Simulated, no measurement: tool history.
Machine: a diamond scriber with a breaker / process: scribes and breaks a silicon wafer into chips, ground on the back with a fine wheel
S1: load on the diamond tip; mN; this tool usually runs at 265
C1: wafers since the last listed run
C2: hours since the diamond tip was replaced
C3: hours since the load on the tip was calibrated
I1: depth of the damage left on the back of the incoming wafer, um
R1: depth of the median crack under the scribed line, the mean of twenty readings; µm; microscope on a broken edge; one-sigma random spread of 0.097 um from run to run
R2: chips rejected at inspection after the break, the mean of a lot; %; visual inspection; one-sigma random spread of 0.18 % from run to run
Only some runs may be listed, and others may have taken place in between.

Run 1, day 0: usual settings but S1 302 mN; C1 0; C2 480.8; C3 476.8; I1 2.22. Result: R1 7.24 µm, R2 3.83 %.
At day 0.296: diamond tip replaced by a new one.
Run 2, day 1.325: usual settings but S1 302 mN; C1 76; C2 24.7; C3 508.6; I1 1.96. Result: R1 8.35 µm, R2 4.59 %.
Run 3, day 2.862: usual settings but S1 302 mN; C1 94; C2 61.6; C3 545.5; I1 2.19. Result: R1 7.88 µm, R2 4.77 %.
Run 4, day 3.917: usual settings but S1 210 mN; C1 64; C2 86.9; C3 570.8; I1 2.96. Result: R1 6.42 µm, R2 10.39 %.
Run 5, day 6.842: usual settings; C1 179; C2 157.1; C3 641; I1 2.88. Result: R1 7.35 µm, R2 6.53 %.
Run 6, day 8.075: usual settings; C1 75; C2 186.7; C3 670.6; I1 1.69. Result: R1 7.24 µm, R2 2.86 %.
Run 7, day 9.471: usual settings; C1 85; C2 220.2; C3 704.1; I1 2.26. Result: R1 7.11 µm, R2 4.1 %.
Run 8, day 12.117: usual settings but S1 300 mN; C1 162; C2 283.7; C3 767.6; I1 2.7. Result: R1 7.67 µm, R2 5.39 %.
Run 9, day 15.071: usual settings but S1 300 mN; C1 181; C2 354.6; C3 838.5; I1 2.72. Result: R1 7.45 µm, R2 5.87 %.
Run 10, day 22.621: usual settings but S1 300 mN; C1 463; C2 535.8; C3 1019.7; I1 1.5. Result: R1 7.23 µm, R2 2.54 %.
Run 11, day 25.525: usual settings; C1 178; C2 605.5; C3 1089.4; I1 2.03. Result: R1 6.51 µm, R2 4.65 %.
Run 12, day 27: usual settings; C1 90; C2 640.9; C3 1124.8; I1 1.61. Result: R1 6.73 µm, R2 4.04 %.
At day 27.171: diamond tip replaced by a new one.
Run 13, day 28.658: usual settings; C1 96; C2 35.7; C3 1164.6; I1 2.68. Result: R1 7.74 µm, R2 5.37 %.
Run 14, day 34.671: usual settings; C1 369; C2 180; C3 1308.9; I1 1.68. Result: R1 7.5 µm, R2 2.79 %.
Run 15, day 36.804: usual settings; C1 130; C2 231.2; C3 1360.1; I1 1.9. Result: R1 7.34 µm, R2 3.24 %.
Run 16, day 38.533: usual settings; C1 106; C2 272.7; C3 1401.6; I1 2.55. Result: R1 7.28 µm, R2 5.29 %.
Run 17, day 40.046: usual settings; C1 92; C2 309; C3 1437.9; I1 1.55. Result: R1 7.35 µm, R2 2.32 %.
Run 18, day 42.025: usual settings; C1 121; C2 356.5; C3 1485.4; I1 1.88. Result: R1 7.26 µm, R2 2.78 %.
Run 19, day 43.775: usual settings; C1 107; C2 398.5; C3 1527.4; I1 2.27. Result: R1 7.01 µm, R2 4.34 %.
Run 20, day 47.95: usual settings; C1 256; C2 498.7; C3 1627.6; I1 2.49. Result: R1 6.98 µm, R2 5.59 %.
Run 21, day 49.579: usual settings; C1 99; C2 537.8; C3 1666.7; I1 2.19. Result: R1 6.89 µm, R2 4.54 %.
At day 51.454: load on the tip recalibrated.
At day 51.675: diamond tip replaced by a new one.
Run 22, day 51.696: usual settings but S1 311 mN; C1 119; C2 0.5; C3 5.8; I1 2.75. Result: R1 7.79 µm, R2 5.73 %.
Run 23, day 53.15: usual settings but S1 218 mN; C1 89; C2 35.4; C3 40.7; I1 2.03. Result: R1 6.36 µm, R2 5.92 %.
Run 24, day 56.042: usual settings but S1 340 mN; C1 177; C2 104.8; C3 110.1; I1 2.78. Result: R1 8.35 µm, R2 6.68 %.
Run 25, day 58.817: usual settings but S1 334 mN; C1 170; C2 171.4; C3 176.7; I1 1.69. Result: R1 8.27 µm, R2 4.16 %.
Run 26, day 60.371: usual settings but S1 233 mN; C1 95; C2 208.7; C3 214; I1 2.53. Result: R1 6.54 µm, R2 6.73 %.
Run 27, day 62.896: usual settings but S1 339 mN; C1 154; C2 269.3; C3 274.6; I1 2.9. Result: R1 8.17 µm, R2 7.01 %.
Run 28, day 64.762: usual settings but S1 203 mN; C1 114; C2 314.1; C3 319.4; I1 1.7. Result: R1 5.82 µm, R2 7.68 %.
Run 29, day 66.488: usual settings; C1 105; C2 355.5; C3 360.8; I1 2.05. Result: R1 6.92 µm, R2 3.91 %.
Run 30, day 67.975: usual settings but S1 302 mN; C1 91; C2 391.2; C3 396.5; I1 2.79. Result: R1 7.45 µm, R2 5.61 %.
Run 31, day 69.004: usual settings but S1 197 mN; C1 63; C2 415.9; C3 421.2; I1 2.37. Result: R1 5.84 µm, R2 11.97 %.
Run 32, day 71.754: usual settings but S1 229 mN; C1 168; C2 481.9; C3 487.2; I1 1.67. Result: R1 6.11 µm, R2 5.21 %.
Run 33, day 73.446: usual settings; C1 103; C2 522.5; C3 527.8; I1 2.64. Result: R1 6.69 µm, R2 7.16 %.
At day 75.029: diamond tip replaced by a new one.
Run 34, day 76.288: usual settings; C1 169; C2 30.2; C3 596; I1 2. Result: R1 7.6 µm, R2 3.25 %.
Run 35, day 77.462: usual settings but S1 288 mN; C1 72; C2 58.4; C3 624.2; I1 1.66. Result: R1 7.87 µm, R2 3.3 %.
Run 36, day 78.604: usual settings but S1 209 mN; C1 70; C2 85.8; C3 651.6; I1 2.21. Result: R1 6.57 µm, R2 5.78 %.
Run 37, day 80.438: usual settings but S1 296 mN; C1 112; C2 129.8; C3 695.6; I1 2.87. Result: R1 7.89 µm, R2 6.47 %.
Run 38, day 82.85: usual settings; C1 148; C2 187.7; C3 753.5; I1 1.53. Result: R1 7.25 µm, R2 2.64 %.
Run 39, day 87.917: usual settings; C1 310; C2 309.3; C3 875.1; I1 2.97. Result: R1 7.08 µm, R2 7.53 %.

How would selected steps in R1 from run to run divide? Give the signed amount a tool lacking its hidden state would still show from settings, what came in and random variation, and the signed amount left for the hidden state, including any gauge scatter that is not in both of the compared results.
Hidden state at play: share of the diamond tip's cutting effectiveness lost through wear, %; deviation of the load on the tip from its setpoint, %.
Run 1 -> 2: diamond tip replaced by a new one. R1 +1.11 µm: hidden state +0.85, all else +0.26.
Run 12 -> 13: diamond tip replaced by a new one. R1 +1.01 µm: hidden state +1.25, all else -0.24.
Run 23 -> 24: S1 218 -> 340. R1 +1.99 µm: hidden state -0.06, all else +2.05.
Run 25 -> 26: S1 334 -> 233. R1 -1.73 µm: hidden state +0, all else -1.73.
Run 27 -> 28: S1 339 -> 203. R1 -2.35 µm: hidden state +0.02, all else -2.37.
Run 33 -> 34: diamond tip replaced by a new one. R1 +0.91 µm: hidden state +0.86, all else +0.05.
